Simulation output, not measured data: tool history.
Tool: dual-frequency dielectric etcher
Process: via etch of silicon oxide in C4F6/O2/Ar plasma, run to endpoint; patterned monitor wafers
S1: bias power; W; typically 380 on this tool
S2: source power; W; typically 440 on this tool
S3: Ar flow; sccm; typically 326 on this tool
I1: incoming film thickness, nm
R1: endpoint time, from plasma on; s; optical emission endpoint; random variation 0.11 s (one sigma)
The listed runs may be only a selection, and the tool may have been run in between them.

{"run": 1, "hour": 0.0, "S1": 380, "S2": 440, "S3": 375, "I1": 131.8, "R1": 34.9}
{"run": 2, "hour": 16.5, "S1": 380, "S2": 440, "S3": 326, "I1": 131.1, "R1": 34.3}
{"run": 3, "hour": 33.1, "S1": 380, "S2": 440, "S3": 326, "I1": 131.5, "R1": 34.5}
{"run": 4, "hour": 51.5, "S1": 380, "S2": 440, "S3": 326, "I1": 131, "R1": 34.5}
{"run": 5, "hour": 83.5, "S1": 380, "S2": 440, "S3": 326, "I1": 131.9, "R1": 34.8}
{"hour": 95.3, "done": "bias power generator calibrated"}
{"run": 6, "hour": 110.1, "S1": 380, "S2": 440, "S3": 326, "I1": 132.2, "R1": 34.7}
{"hour": 146.3, "done": "upper electrode replaced"}
{"run": 7, "hour": 146.8, "S1": 414, "S2": 440, "S3": 388, "I1": 131, "R1": 33.5}
{"run": 8, "hour": 147.1, "S1": 380, "S2": 440, "S3": 326, "I1": 131.1, "R1": 34.5}
{"run": 9, "hour": 164.2, "S1": 380, "S2": 440, "S3": 326, "I1": 131.5, "R1": 34.6}
{"run": 10, "hour": 178.3, "S1": 380, "S2": 440, "S3": 326, "I1": 132.6, "R1": 34.8}
{"run": 11, "hour": 197.2, "S1": 428, "S2": 370, "S3": 279, "I1": 131.2, "R1": 34.7}
{"run": 12, "hour": 231.4, "S1": 310, "S2": 470, "S3": 326, "I1": 130.8, "R1": 36.7}
{"hour": 262.8, "done": "Ar flow controller replaced"}
{"run": 13, "hour": 263.3, "S1": 380, "S2": 440, "S3": 326, "I1": 131.6, "R1": 34.5}
{"run": 14, "hour": 281.4, "S1": 380, "S2": 440, "S3": 326, "I1": 130.3, "R1": 34.2}
{"run": 15, "hour": 302.2, "S1": 380, "S2": 440, "S3": 326, "I1": 131.2, "R1": 34.4}
{"hour": 308.1, "done": "source power generator calibrated"}
{"run": 16, "hour": 327.8, "S1": 320, "S2": 530, "S3": 326, "I1": 130.7, "R1": 33.4}
{"hour": 352.9, "done": "wet clean of the chamber"}
{"run": 17, "hour": 354.7, "S1": 312, "S2": 520, "S3": 369, "I1": 132.4, "R1": 35.1}
{"run": 18, "hour": 375.1, "S1": 380, "S2": 440, "S3": 326, "I1": 131.5, "R1": 33.8}
{"run": 19, "hour": 401.4, "S1": 380, "S2": 440, "S3": 375, "I1": 130.9, "R1": 34.3}
{"run": 20, "hour": 488.3, "S1": 465, "S2": 480, "S3": 407, "I1": 131, "R1": 30.4}
{"run": 21, "hour": 518.3, "S1": 298, "S2": 380, "S3": 326, "I1": 132.8, "R1": 41}
{"run": 22, "hour": 539.4, "S1": 380, "S2": 550, "S3": 248, "I1": 132.6, "R1": 30.3}
{"run": 23, "hour": 568.9, "S1": 443, "S2": 470, "S3": 326, "I1": 130.3, "R1": 30.4}
{"run": 24, "hour": 587.2, "S1": 349, "S2": 440, "S3": 292, "I1": 131.6, "R1": 35.1}
{"run": 25, "hour": 613.7, "S1": 380, "S2": 440, "S3": 405, "I1": 133.5, "R1": 35.5}
{"run": 26, "hour": 635.7, "S1": 380, "S2": 410, "S3": 252, "I1": 131.4, "R1": 34.5}
{"run": 27, "hour": 649.6, "S1": 380, "S2": 440, "S3": 326, "I1": 132, "R1": 34.3}
{"run": 28, "hour": 668.6, "S1": 439, "S2": 440, "S3": 254, "I1": 131.2, "R1": 31.1}
{"run": 29, "hour": 703.1, "S1": 461, "S2": 350, "S3": 379, "I1": 131.6, "R1": 35.1}
{"run": 30, "hour": 720.4, "S1": 322, "S2": 390, "S3": 371, "I1": 131.5, "R1": 39.6}

Run-by-run hidden state of the tool:
etch rate over this chamber's usual, %: 0 in every run
bias power that arrives over what is set, %: 0 in every run
Ar flow that arrives over what is set, %: 0 in every run
H1: source power that arrives over what is set, %
run=1 H1=-4.2
run=2 H1=-4.22
run=3 H1=-4.23
run=4 H1=-4.25
run=5 H1=-4.27
run=6 H1=-4.29
run=7 H1=-4.32
run=8 H1=-4.32
run=9 H1=-4.33
run=10 H1=-4.34
run=11 H1=-4.36
run=12 H1=-4.38
run=13 H1=-4.4
run=14 H1=-4.41
run=15 H1=-4.42
run=16 H1=0.467
run=17 H1=0.267
run=18 H1=0.121
run=19 H1=-0.0615
run=20 H1=-0.615
run=21 H1=-0.79
run=22 H1=-0.909
run=23 H1=-1.07
run=24 H1=-1.16
run=25 H1=-1.3
run=26 H1=-1.41
run=27 H1=-1.47
run=28 H1=-1.56
run=29 H1=-1.71
run=30 H1=-1.79
